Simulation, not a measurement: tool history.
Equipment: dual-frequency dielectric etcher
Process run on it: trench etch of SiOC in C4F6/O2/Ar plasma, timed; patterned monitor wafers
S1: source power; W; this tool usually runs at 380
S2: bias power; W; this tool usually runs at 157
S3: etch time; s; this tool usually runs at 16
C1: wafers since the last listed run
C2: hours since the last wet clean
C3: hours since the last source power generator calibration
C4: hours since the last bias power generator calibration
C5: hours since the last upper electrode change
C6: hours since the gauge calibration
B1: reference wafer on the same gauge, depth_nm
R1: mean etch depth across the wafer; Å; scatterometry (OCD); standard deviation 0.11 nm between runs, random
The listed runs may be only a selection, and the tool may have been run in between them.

run	hour	S1	S2	S3	C1	C2	C3	C4	C5	C6	B1	R1
1	0	310	157	16	0	423.2	2026.6	2890.7	2865.7	1890.5	27.21	290.2
2	75.8	310	157	16	977	499	2102.4	2966.5	2941.5	1966.3	27.2	291.7
3	139.8	310	157	16	825	563	2166.4	3030.5	3005.5	2030.3	27.17	289.4
4	195.6	380	157	16	719	618.8	2222.2	3086.3	3061.3	2086.1	27.18	307.2
# hour 221.5: wet clean of the chamber, repeated, since the last time left the tool worse
# hour 227.9: source power generator calibrated
5	243.9	380	157	16	261	22.4	16	3134.6	3109.6	2134.4	27.23	327.2
# hour 272: upper electrode replaced
6	286.5	310	157	16	239	65	58.6	3177.2	14.5	2177	27.19	309.2
7	351.5	320	168	14.5	838	130	123.6	3242.2	79.5	2242	27.2	282
8	435.7	380	157	20.5	1085	214.2	207.8	3326.4	163.7	2326.2	27.17	414.7
9	491.8	350	133	12	723	270.3	263.9	3382.5	219.8	2382.3	27.19	229.7
10	553.4	380	157	11	794	331.9	325.5	3444.1	281.4	2443.9	27.14	222.6
11	654.9	350	157	16	1309	433.4	427	3545.6	382.9	2545.4	27.19	315.6
# hour 730: gauge calibrated
12	731.8	430	125	14.5	991	510.3	503.9	3622.5	459.8	1.8	27.17	289.7
# hour 777.9: wet clean of the chamber
13	807.8	470	187	12	670	29.9	579.9	3698.5	535.8	77.8	27.15	269.8
# hour 832.7: bias power generator calibrated
14	893.4	420	157	16	1052	115.5	665.5	60.7	621.4	163.4	27.22	334.2
15	983.9	290	134	11.5	1167	206	756	151.2	711.9	253.9	27.21	209.4
16	1020.2	290	134	18.5	468	242.3	792.3	187.5	748.2	290.2	27.23	335.7
17	1101.2	380	147	16	1044	323.3	873.3	268.5	829.2	371.2	27.21	320.8
18	1189.3	380	157	18	1136	411.4	961.4	356.6	917.3	459.3	27.26	362.2
19	1272.9	330	168	16	1078	495	1045	440.2	1000.9	542.9	27.16	310.5
# hour 1312.3: wet clean of the chamber
20	1346.1	380	131	16	634	33.8	1118.2	513.4	1074.1	616.1	27.18	315.4
21	1383.7	380	157	16	484	71.4	1155.8	551	1111.7	653.7	27.22	325.3
22	1431.7	340	127	14.5	619	119.4	1203.8	599	1159.7	701.7	27.18	273.3
23	1472.8	330	157	19	530	160.5	1244.9	640.1	1200.8	742.8	27.25	369.5
24	1518.9	300	128	20.5	594	206.6	1291	686.2	1246.9	788.9	27.18	376.7
25	1579.5	380	157	16	781	267.2	1351.6	746.8	1307.5	849.5	27.22	323.6
26	1665.3	380	186	17.5	1106	353	1437.4	832.6	1393.3	935.3	27.14	365.2
27	1707.5	410	140	14.5	544	395.2	1479.6	874.8	1435.5	977.5	27.2	292.2
28	1745.9	340	138	17.5	495	433.6	1518	913.2	1473.9	1015.9	27.19	331.1

Hidden state at the last listed run before each entry between runs and at the first one after, where it differs:
In the gap between runs 4 and 5: wet clean of the chamber, repeated, since the last time left the tool worse (hour 221.5); source power generator calibrated (hour 227.9)
  etch rate over this chamber's usual, %: -5.79 -> -0.121
  what was measured, less what the result would be without the hidden state, R1: -18.9 -> -0.4 Å
In the gap between runs 5 and 6: upper electrode replaced (hour 272)
  etch rate over this chamber's usual, %: -0.121 -> -0.266
  what was measured, less what the result would be without the hidden state, R1: -0.4 -> -0.8 Å
In the gap between runs 11 and 12: gauge calibrated (hour 730)
  etch rate over this chamber's usual, %: -1.52 -> -1.78
  what was measured, less what the result would be without the hidden state, R1: -4.9 -> -5.3 Å
In the gap between runs 12 and 13: wet clean of the chamber (hour 777.9)
  etch rate over this chamber's usual, %: -1.78 -> -0.355
  what was measured, less what the result would be without the hidden state, R1: -5.3 -> -0.9 Å
In the gap between runs 13 and 14: bias power generator calibrated (hour 832.7)
  etch rate over this chamber's usual, %: -0.355 -> -0.646
  what was measured, less what the result would be without the hidden state, R1: -0.9 -> -2.1 Å
In the gap between runs 19 and 20: wet clean of the chamber (hour 1312.3)
  etch rate over this chamber's usual, %: -1.94 -> -0.215
  what was measured, less what the result would be without the hidden state, R1: -6.2 -> -0.7 Å

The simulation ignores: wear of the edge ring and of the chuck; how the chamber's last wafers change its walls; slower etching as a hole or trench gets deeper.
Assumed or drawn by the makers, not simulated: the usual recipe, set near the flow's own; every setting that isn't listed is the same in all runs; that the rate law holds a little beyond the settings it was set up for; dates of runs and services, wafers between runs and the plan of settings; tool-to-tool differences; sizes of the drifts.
